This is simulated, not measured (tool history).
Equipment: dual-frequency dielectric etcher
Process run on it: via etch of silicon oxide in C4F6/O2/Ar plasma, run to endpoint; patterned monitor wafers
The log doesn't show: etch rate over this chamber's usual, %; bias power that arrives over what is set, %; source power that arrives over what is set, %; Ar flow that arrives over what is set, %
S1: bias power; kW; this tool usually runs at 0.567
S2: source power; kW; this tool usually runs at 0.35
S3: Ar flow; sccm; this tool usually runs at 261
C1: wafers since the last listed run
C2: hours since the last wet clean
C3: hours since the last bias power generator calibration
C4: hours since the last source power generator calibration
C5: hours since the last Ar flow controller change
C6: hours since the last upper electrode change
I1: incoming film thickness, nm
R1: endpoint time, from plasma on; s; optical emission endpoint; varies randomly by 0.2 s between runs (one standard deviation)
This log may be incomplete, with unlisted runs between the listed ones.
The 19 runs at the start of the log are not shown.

run	hour	S1	S2	S3	C1	C2	C3	C4	C5	C6	I1	R1
20	945.7	0.567	0.35	261	458	125.2	254.4	511.3	473	589.9	182.2	36
21	970	0.567	0.35	261	284	149.5	278.7	535.6	497.3	614.2	182.9	36
22	1035.9	0.7	0.35	261	770	215.4	344.6	601.5	563.2	680.1	182.4	31.9
23	1181.2	0.442	0.31	261	1698	360.7	489.9	746.8	708.5	825.4	182.9	44.6
24	1232.3	0.567	0.35	261	597	411.8	541	797.9	759.6	876.5	181.7	36.3
# hour 1315.2: wet clean of the chamber
25	1315.7	0.567	0.35	261	694	0.5	624.4	881.3	843	959.9	184.3	35.1
26	1339.2	0.567	0.32	219	274	24	647.9	904.8	866.5	983.4	180.7	35.3
27	1394.2	0.607	0.35	261	642	79	702.9	959.8	921.5	1038.4	182.7	34
28	1420.9	0.567	0.32	261	312	105.7	729.6	986.5	948.2	1065.1	182.1	36.4
29	1463.2	0.426	0.35	314	494	148	771.9	1028.8	990.5	1107.4	181	43.5
30	1529.2	0.567	0.35	261	771	214	837.9	1094.8	1056.5	1173.4	182.6	36

What if the next run were any one of these 3? Each begins from the tool's condition after run 30:
A	1529.6	0.567	0.35	261	4	214.4	838.3	1095.2	1056.9	1173.8	182.3	?
B	1529.6	0.426	0.28	305	4	214.4	838.3	1095.2	1056.9	1173.8	182.3	?
C	1529.6	0.69	0.41	294	4	214.4	838.3	1095.2	1056.9	1173.8	182.3	?

run	R1
A	35.9
B	47.1
C	30.8
The same runs, with their run-to-run variation unchanged, on a tool lacking any hidden condition would have given:
run	R1
A	35
B	45.9
C	30
